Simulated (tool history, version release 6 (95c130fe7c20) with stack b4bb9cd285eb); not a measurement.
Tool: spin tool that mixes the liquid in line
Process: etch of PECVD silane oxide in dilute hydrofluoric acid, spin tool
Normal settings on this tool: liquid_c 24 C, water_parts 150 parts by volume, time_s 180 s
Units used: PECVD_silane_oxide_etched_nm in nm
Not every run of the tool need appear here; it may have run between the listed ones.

run   hour  liquid_c  water_parts  time_s  wafers since the last listed run  hours since the thermometer was replaced  hours since the hydrofluoric acid flow meter was replaced  hours since the gauge calibration  read-back film thickness of the PECVD silane oxide reference wafer, read on the same gauge (nm)  PECVD_silane_oxide_etched_nm
  1      0      22.5          150     180                                 0                                     976.4                                                     1752.6                               93.9                                                                                            40.06                         11.99
  2    9.9      22.5          150     180                                71                                     986.3                                                     1762.5                              103.8                                                                                            39.99                         12.01
  3   25.2      22.5          150     180                               110                                    1001.6                                                     1777.8                              119.1                                                                                            39.96                         11.97
  4   31.4        24          185     180                                44                                    1007.8                                                       1784                              125.3                                                                                               40                          9.86
      43.8  -- gauge calibrated
  5   46.1        24          185     180                               106                                    1022.5                                                     1798.7                                2.3                                                                                               40                          9.85
  6   57.4        24          185     180                                81                                    1033.8                                                       1810                               13.6                                                                                            40.03                          9.82
      64.9  -- thermometer replaced
  7   65.4        24          150     180                                50                                       0.5                                                       1818                               21.6                                                                                            39.96                         13.48
      75.6  -- hydrofluoric acid flow meter replaced
  8   76.1      22.5          150     180                                70                                      11.2                                                        0.5                               32.3                                                                                            40.03                         14.54
  9   90.8      22.5          100     230                               106                                      25.9                                                       15.2                                 47                                                                                            40.02                         29.46
 10  100.6        24           95     270                                70                                      35.7                                                         25                               56.8                                                                                            39.97                         38.82
 11  106.6        20          150     180                                43                                      41.7                                                         31                               62.8                                                                                            40.03                         13.11
 12  116.4        24          150     180                                70                                      51.5                                                       40.8                               72.6                                                                                            40.02                         15.35
 13    124        28          185     270                                54                                      59.1                                                       48.4                               80.2                                                                                            39.96                         20.66
 14  139.7        24          150     180                               113                                      74.8                                                       64.1                               95.9                                                                                            39.93                         15.21

4 ways to go on from here, each from the tool as it stands after run 14. What would each give?
  A  140.2        28          150     180                                 3                                      75.3                                                       64.6                               96.4                                                                                                ?                             ?
  B  140.2      22.5          110     280                                 3                                      75.3                                                       64.6                               96.4                                                                                                ?                             ?
  C  140.2      21.5          180     120                                 3                                      75.3                                                       64.6                               96.4                                                                                                ?                             ?
  D  140.2        24          150     250                                 3                                      75.3                                                       64.6                               96.4                                                                                                ?                             ?

run  read-back film thickness of the PECVD silane oxide reference wafer, read on the same gauge (nm)  PECVD_silane_oxide_etched_nm
  A                                                                                            40.01                         17.75
  B                                                                                            40.01                         31.97
  C                                                                                            40.01                          7.46
  D                                                                                            40.01                         21.21
Without the tool's hidden state the same runs would have given:
run  PECVD_silane_oxide_etched_nm
  A                         18.43
  B                         33.24
  C                          7.75
  D                         22.04
